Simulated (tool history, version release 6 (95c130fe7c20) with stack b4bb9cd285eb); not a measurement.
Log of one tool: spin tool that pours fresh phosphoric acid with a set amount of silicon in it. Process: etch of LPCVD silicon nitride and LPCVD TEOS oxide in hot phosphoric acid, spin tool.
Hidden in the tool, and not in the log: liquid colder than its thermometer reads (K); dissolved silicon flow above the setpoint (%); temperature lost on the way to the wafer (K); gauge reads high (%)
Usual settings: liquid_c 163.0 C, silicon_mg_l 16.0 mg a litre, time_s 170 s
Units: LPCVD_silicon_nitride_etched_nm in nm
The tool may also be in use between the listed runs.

run	hour	liquid_c	silicon_mg_l	time_s	wafers since the last listed run	hours since the thermometer was replaced	hours since the dissolved silicon flow meter was replaced	hours since the heated supply line was repaired	hours since the gauge calibration	read-back film thickness of the LPCVD silicon nitride reference wafer, read on the same gauge (nm)	LPCVD_silicon_nitride_etched_nm
1	0.0	163.0	16.0	140	0	2050.5	1993.0	3273.4	114.8	30.00	13.09
2	11.0	163.0	16.0	140	62	2061.5	2004.0	3284.4	125.8	30.04	13.06
3	18.8	163.0	16.0	140	44	2069.3	2011.8	3292.2	133.6	29.98	13.10
4	31.7	163.0	16.0	170	72	2082.2	2024.7	3305.1	146.5	29.95	15.88
5	38.4	163.0	16.0	170	37	2088.9	2031.4	3311.8	153.2	29.99	15.87
6	52.5	163.0	16.0	170	79	2103.0	2045.5	3325.9	167.3	30.00	15.82
7	60.5	164.0	16.0	170	45	2111.0	2053.5	3333.9	175.3	29.95	16.39
# hour 72.2: heated supply line repaired
8	75.3	163.0	16.0	170	78	2125.8	2068.3	3.1	190.1	30.04	15.84
9	83.2	161.5	19.5	170	44	2133.7	2076.2	11.0	198.0	30.02	15.05
# hour 96.4: dissolved silicon flow meter replaced
10	96.9	161.5	19.5	170	71	2147.4	0.5	24.7	211.7	29.98	15.05
11	106.5	161.5	19.5	170	54	2157.0	10.1	34.3	221.3	29.97	15.01
12	122.1	164.5	28.0	225	88	2172.6	25.7	49.9	236.9	30.03	22.02
13	129.6	163.0	16.0	90	42	2180.1	33.2	57.4	244.4	30.02	8.39
# hour 130.7: gauge calibrated
14	136.9	161.5	19.5	170	41	2187.4	40.5	64.7	6.2	30.01	14.99
15	148.2	163.0	16.0	170	63	2198.7	51.8	76.0	17.5	29.98	15.81
16	155.0	162.0	12.0	170	38	2205.5	58.6	82.8	24.3	29.99	15.29
17	166.4	163.0	16.0	85	64	2216.9	70.0	94.2	35.7	30.04	7.93
18	177.9	163.0	21.5	135	65	2228.4	81.5	105.7	47.2	29.99	12.55
19	185.9	163.0	5.5	170	45	2236.4	89.5	113.7	55.2	30.00	15.78

Run 20 comes next. What will it give?
# hour 190.1: thermometer replaced
20	201.7	165.5	24.5	110	83	11.6	105.3	129.5	71.0	?	?

{"run 20": {"read-back film thickness of the LPCVD silicon nitride reference wafer, read on the same gauge (nm)": 29.99, "LPCVD_silicon_nitride_etched_nm": 12.01}}
Without the tool's hidden state the same run would have given LPCVD_silicon_nitride_etched_nm 12.04 nm.
